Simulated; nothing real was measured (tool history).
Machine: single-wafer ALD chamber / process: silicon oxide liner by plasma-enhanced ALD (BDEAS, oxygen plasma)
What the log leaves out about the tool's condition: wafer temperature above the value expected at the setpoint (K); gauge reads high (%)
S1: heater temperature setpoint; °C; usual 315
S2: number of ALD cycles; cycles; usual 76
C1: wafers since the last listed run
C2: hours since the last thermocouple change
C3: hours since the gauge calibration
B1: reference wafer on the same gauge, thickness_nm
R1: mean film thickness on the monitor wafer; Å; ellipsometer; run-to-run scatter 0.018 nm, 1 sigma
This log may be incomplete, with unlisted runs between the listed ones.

| run | hour | S1 | S2 | C1 | C2 | C3 | B1 | R1 |
|---|---|---|---|---|---|---|---|---|
| 1 | 0 | 315 | 76 | 0 | 2014.2 | 428.6 | 8.199 | 70.36 |
| 2 | 28.2 | 315 | 76 | 169 | 2042.4 | 456.8 | 8.198 | 70.68 |
| 3 | 53.2 | 315 | 76 | 150 | 2067.4 | 481.8 | 8.189 | 70.45 |
| 4 | 103.6 | 315 | 76 | 303 | 2117.8 | 532.2 | 8.178 | 70.35 |
| 5 | 116.5 | 315 | 76 | 77 | 2130.7 | 545.1 | 8.176 | 70.29 |
| 6 | 138.4 | 315 | 76 | 131 | 2152.6 | 567 | 8.167 | 70.07 |
| 7 | 169.8 | 315 | 76 | 189 | 2184 | 598.4 | 8.167 | 70.16 |
| 8 | 199.8 | 315 | 76 | 180 | 2214 | 628.4 | 8.154 | 69.78 |
| 9 | 232.7 | 315 | 76 | 198 | 2246.9 | 661.3 | 8.152 | 70.08 |
| 10 | 247.7 | 315 | 76 | 90 | 2261.9 | 676.3 | 8.146 | 70.18 |
| 11 | 281.4 | 315 | 76 | 202 | 2295.6 | 710 | 8.139 | 69.83 |
| 12 | 300.9 | 315 | 76 | 117 | 2315.1 | 729.5 | 8.134 | 69.87 |
| 13 | 334.6 | 315 | 67 | 202 | 2348.8 | 763.2 | 8.128 | 61.52 |
| 14 | 362.3 | 315 | 67 | 166 | 2376.5 | 790.9 | 8.119 | 61.69 |
| 15 | 384.6 | 315 | 67 | 134 | 2398.8 | 813.2 | 8.112 | 61.41 |
| 16 | 416.1 | 315 | 76 | 189 | 2430.3 | 844.7 | 8.109 | 69.74 |
| 17 | 428.9 | 315 | 76 | 77 | 2443.1 | 857.5 | 8.107 | 69.55 |
| 18 | 464.1 | 315 | 76 | 211 | 2478.3 | 892.7 | 8.093 | 69.41 |
| 19 | 485.9 | 315 | 76 | 131 | 2500.1 | 914.5 | 8.092 | 69.69 |
| 20 | 500.8 | 315 | 76 | 89 | 2515 | 929.4 | 8.09 | 69.8 |
|  | 510.1 | gauge calibrated |
| 21 | 527.4 | 315 | 80 | 160 | 2541.6 | 17.3 | 8.256 | 74.46 |
|  | 553.2 | thermocouple changed; heater temperature recalibrated |
| 22 | 553.7 | 320 | 76 | 110 | 0.5 | 43.6 | 8.251 | 70.18 |
| 23 | 584.2 | 324 | 71 | 183 | 31 | 74.1 | 8.245 | 65.16 |
| 24 | 599.9 | 315 | 76 | 94 | 46.7 | 89.8 | 8.242 | 70.51 |
| 25 | 615.2 | 315 | 89 | 92 | 62 | 105.1 | 8.241 | 82.79 |
| 26 | 627.9 | 302 | 80 | 76 | 74.7 | 117.8 | 8.236 | 75.91 |
| 27 | 655.5 | 307 | 61 | 166 | 102.3 | 145.4 | 8.23 | 57.66 |
| 28 | 669 | 302 | 83 | 81 | 115.8 | 158.9 | 8.226 | 78.65 |
| 29 | 700.3 | 311 | 76 | 188 | 147.1 | 190.2 | 8.219 | 70.95 |
| 30 | 712.9 | 302 | 88 | 75 | 159.7 | 202.8 | 8.215 | 82.98 |
| 31 | 754.7 | 330 | 76 | 251 | 201.5 | 244.6 | 8.209 | 69.07 |
| 32 | 769.7 | 319 | 84 | 90 | 216.5 | 259.6 | 8.208 | 77.46 |
| 33 | 804.4 | 315 | 71 | 208 | 251.2 | 294.3 | 8.201 | 65.86 |
| 34 | 822.5 | 323 | 84 | 108 | 269.3 | 312.4 | 8.187 | 76.63 |
| 35 | 852.8 | 315 | 76 | 182 | 299.6 | 342.7 | 8.188 | 70.15 |
| 36 | 870.9 | 315 | 76 | 108 | 317.7 | 360.8 | 8.182 | 70.07 |
| 37 | 893.9 | 315 | 69 | 138 | 340.7 | 383.8 | 8.176 | 63.86 |
| 38 | 923 | 301 | 89 | 175 | 369.8 | 412.9 | 8.17 | 83.43 |
| 39 | 938.3 | 321 | 66 | 92 | 385.1 | 428.2 | 8.164 | 60.22 |
| 40 | 969 | 315 | 72 | 184 | 415.8 | 458.9 | 8.16 | 66.58 |
| 41 | 988.4 | 315 | 76 | 116 | 435.2 | 478.3 | 8.152 | 70.26 |
| 42 | 1008.6 | 305 | 85 | 121 | 455.4 | 498.5 | 8.151 | 79.12 |
| 43 | 1032.4 | 302 | 83 | 143 | 479.2 | 522.3 | 8.146 | 77.91 |
| 44 | 1063.5 | 300 | 84 | 187 | 510.3 | 553.4 | 8.14 | 78.8 |

4 ways to go on from here, each from the tool as it stands after run 44. What would each give?
| A | 1064 | 315 | 76 | 3 | 510.8 | 553.9 | ? | ? |
| B | 1064 | 301 | 83 | 3 | 510.8 | 553.9 | ? | ? |
| C | 1064 | 321 | 82 | 3 | 510.8 | 553.9 | ? | ? |
| D | 1064 | 315 | 87 | 3 | 510.8 | 553.9 | ? | ? |

| run | B1 | R1 |
|---|---|---|
| A | 8.135 | 70.08 |
| B | 8.135 | 77.96 |
| C | 8.135 | 75.01 |
| D | 8.135 | 80.23 |
With no hidden state in the tool, these same runs would have given:
| run | R1 |
|---|---|
| A | 71.3 |
| B | 79.32 |
| C | 76.32 |
| D | 81.62 |

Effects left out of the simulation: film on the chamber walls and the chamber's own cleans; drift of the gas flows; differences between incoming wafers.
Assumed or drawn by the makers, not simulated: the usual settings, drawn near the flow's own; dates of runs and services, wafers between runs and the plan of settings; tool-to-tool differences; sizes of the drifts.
